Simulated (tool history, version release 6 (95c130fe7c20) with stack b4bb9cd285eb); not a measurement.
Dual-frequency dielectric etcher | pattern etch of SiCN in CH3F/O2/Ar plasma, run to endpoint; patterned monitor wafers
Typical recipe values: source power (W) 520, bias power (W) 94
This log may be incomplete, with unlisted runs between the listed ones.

run,hour,source power (W),bias power (W),wafers since the last listed run,hours since the last wet clean,hours since the last source power generator calibration,hours since the last bias power generator calibration,hours since the last upper electrode change,"incoming incoming film thickness, nm",endpoint time (s)
1,0.0,520,94,0,254.0,1896.4,4873.0,3729.6,10.25,22.2
2,16.0,520,94,153,270.0,1912.4,4889.0,3745.6,10.35,22.4
3,29.4,580,111,128,283.4,1925.8,4902.4,3759.0,10.19,20.2
4,39.5,520,83,96,293.5,1935.9,4912.5,3769.1,10.36,23.3
5,55.8,520,94,156,309.8,1952.2,4928.8,3785.4,10.21,22.2
6,71.6,520,94,151,325.6,1968.0,4944.6,3801.2,10.39,22.6
7,124.0,610,94,501,378.0,2020.4,4997.0,3853.6,10.32,21.2
8,135.2,610,94,107,389.2,2031.6,5008.2,3864.8,10.26,21.2
9,152.6,520,105,166,406.6,2049.0,5025.6,3882.2,10.31,21.9
10,164.0,520,105,109,418.0,2060.4,5037.0,3893.6,10.20,21.6
11,174.0,600,100,95,428.0,2070.4,5047.0,3903.6,10.24,20.9
12,188.7,600,100,140,442.7,2085.1,5061.7,3918.3,10.24,21.0
13,203.7,610,76,143,457.7,2100.1,5076.7,3933.3,10.35,22.7
# hour 211.6: bias power generator calibrated
14,217.8,520,94,96,471.8,2114.2,6.2,3947.4,10.21,22.4
15,224.7,420,94,66,478.7,2121.1,13.1,3954.3,10.36,24.5
16,232.7,420,94,76,486.7,2129.1,21.1,3962.3,10.19,24.1
17,243.3,470,94,101,497.3,2139.7,31.7,3972.9,10.32,23.6
# hour 275.1: wet clean of the chamber
# hour 276.7: source power generator calibrated
18,277.2,470,71,79,2.1,0.5,65.6,4006.8,10.31,24.8
19,277.5,520,82,2,2.4,0.8,65.9,4007.1,10.34,22.8
20,282.0,520,94,43,6.9,5.3,70.4,4011.6,10.32,22.1
21,288.1,520,94,58,13.0,11.4,76.5,4017.7,10.27,21.9
# hour 323.6: upper electrode replaced
22,324.1,400,80,114,49.0,47.4,112.5,0.5,10.26,25.2
23,324.5,640,108,3,49.4,47.8,112.9,0.9,10.34,19.8
24,331.8,520,108,69,56.7,55.1,120.2,8.2,10.32,21.3
25,340.8,610,76,86,65.7,64.1,129.2,17.2,10.36,22.1
26,351.1,440,75,98,76.0,74.4,139.5,27.5,10.28,25.0
27,359.2,570,72,77,84.1,82.5,147.6,35.6,10.30,22.9
28,368.3,520,94,87,93.2,91.6,156.7,44.7,10.23,21.9
29,379.5,600,74,107,104.4,102.8,167.9,55.9,10.26,22.3
30,395.1,520,80,149,120.0,118.4,183.5,71.5,10.21,22.9
31,408.5,630,106,128,133.4,131.8,196.9,84.9,10.30,20.0
32,421.1,400,79,120,146.0,144.4,209.5,97.5,10.40,25.9
33,434.9,470,113,132,159.8,158.2,223.3,111.3,10.34,21.7

Subtracting, for every run, the result it would have given without the tool's unlogged condition from the measured result gives the following. The same run-to-run variation enters both numbers; the gauge's scatter may not:
The hidden state here: etch rate over this chamber's usual, %; source power that arrives over what is set, %; bias power that arrives over what is set, %.
run,endpoint time (s)
1,+0.3
2,+0.3
3,+0.3
4,+0.4
5,+0.4
6,+0.5
7,+0.5
8,+0.5
9,+0.6
10,+0.6
11,+0.5
12,+0.6
13,+0.7
14,+0.6
15,+0.7
16,+0.7
17,+0.7
18,+0.0
19,+0.0
20,+0.0
21,+0.1
22,+0.1
23,+0.1
24,+0.1
25,+0.1
26,+0.2
27,+0.1
28,+0.2
29,+0.1
30,+0.2
31,+0.2
32,+0.3
33,+0.2
